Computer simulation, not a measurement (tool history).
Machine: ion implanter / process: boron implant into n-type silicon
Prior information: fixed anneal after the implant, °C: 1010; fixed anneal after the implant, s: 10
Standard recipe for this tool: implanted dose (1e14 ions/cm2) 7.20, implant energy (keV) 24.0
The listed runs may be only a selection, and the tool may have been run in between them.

run	hour	implanted dose (1e14 ions/cm2)	implant energy (keV)	wafers since the last listed run	hours since the last dose calibration	hours since the extraction supply was calibrated	hours since the gauge calibration	read-back reference wafer on the same gauge, sheet resistance	sheet resistance of the implanted and annealed layer (ohm/square)
1	0.0	7.20	24.0	0	1889.4	2037.0	43.7	156.09	149.12
2	11.7	7.20	24.0	269	1901.1	2048.7	55.4	155.94	148.90
3	29.0	7.20	24.0	398	1918.4	2066.0	72.7	156.03	149.10
4	37.4	7.20	24.0	193	1926.8	2074.4	81.1	155.96	148.51
5	49.9	8.70	17.5	288	1939.3	2086.9	93.6	156.07	130.68
6	67.3	7.20	24.0	401	1956.7	2104.3	111.0	156.01	149.50
7	78.0	7.20	24.0	246	1967.4	2115.0	121.7	155.98	149.10
8	88.7	7.20	24.0	246	1978.1	2125.7	132.4	156.07	149.29
9	102.7	7.85	24.0	322	1992.1	2139.7	146.4	156.03	138.51
10	114.3	5.53	19.5	267	2003.7	2151.3	158.0	155.92	189.63
11	121.0	7.20	17.5	154	2010.4	2158.0	164.7	156.05	154.13
12	133.8	7.20	17.5	295	2023.2	2170.8	177.5	155.94	154.15
13	148.0	7.20	17.5	327	2037.4	2185.0	191.7	156.06	153.66
14	158.8	8.27	24.0	249	2048.2	2195.8	202.5	155.94	132.13
# hour 173.9: Faraday cup replaced and dose calibrated
15	174.4	8.27	24.0	175	0.5	2211.4	218.1	155.95	127.17
16	179.3	8.27	24.0	112	5.4	2216.3	223.0	156.08	126.80
# hour 204.4: extraction supply calibrated
17	204.9	7.20	27.5	405	31.0	0.5	248.6	155.98	140.94
18	213.7	7.20	27.5	202	39.8	9.3	257.4	156.00	141.45
19	220.4	8.03	24.0	154	46.5	16.0	264.1	156.01	130.20
20	227.7	6.63	30.0	168	53.8	23.3	271.4	156.04	150.57
# hour 240.3: gauge calibrated
21	240.8	8.94	17.0	302	66.9	36.4	0.5	156.06	123.09
22	256.0	7.20	24.0	350	82.1	51.6	15.7	155.99	142.96
23	267.4	7.85	24.0	262	93.5	63.0	27.1	156.09	132.83
24	273.9	7.20	18.5	149	100.0	69.5	33.6	156.04	146.88
25	284.7	7.95	16.0	249	110.8	80.3	44.4	156.00	136.51
26	296.2	8.58	21.5	265	122.3	91.8	55.9	156.03	124.77
27	307.5	5.59	27.0	260	133.6	103.1	67.2	156.01	175.48
28	319.5	7.20	27.0	276	145.6	115.1	79.2	155.93	141.99
29	331.8	7.20	29.0	283	157.9	127.4	91.5	156.02	141.00
30	337.9	8.31	16.0	140	164.0	133.5	97.6	156.01	132.27
31	353.3	7.20	24.0	355	179.4	148.9	113.0	156.02	143.42
32	362.2	7.20	24.0	205	188.3	157.8	121.9	155.96	143.10
33	371.6	5.54	24.0	216	197.7	167.2	131.3	156.03	179.47
34	378.5	5.92	20.0	159	204.6	174.1	138.2	155.99	172.85
35	389.9	5.78	19.5	262	216.0	185.5	149.6	156.07	176.12
36	420.4	8.29	17.0	703	246.5	216.0	180.1	155.99	131.24
37	432.7	8.29	24.0	283	258.8	228.3	192.4	156.00	127.48

Measured minus without-hidden-state, run by run (identical run-to-run variation in each term; gauge scatter may differ):
The tool's hidden condition here consists of: deviation of the true dose from the Faraday cup's reading, %; deviation of the true energy from its setpoint, %; gauge reads high (%).
run	sheet resistance of the implanted and annealed layer (ohm/square)
1	+5.88
2	+5.90
3	+5.96
4	+5.97
5	+5.18
6	+6.10
7	+6.11
8	+6.15
9	+5.75
10	+7.66
11	+6.47
12	+6.51
13	+6.53
14	+5.62
15	-0.21
16	-0.20
17	-0.15
18	-0.13
19	-0.10
20	-0.09
21	-0.04
22	+0.00
23	+0.03
24	+0.05
25	+0.08
26	+0.10
27	+0.17
28	+0.18
29	+0.22
30	+0.22
31	+0.28
32	+0.31
33	+0.41
34	+0.43
35	+0.47
36	+0.43
37	+0.46
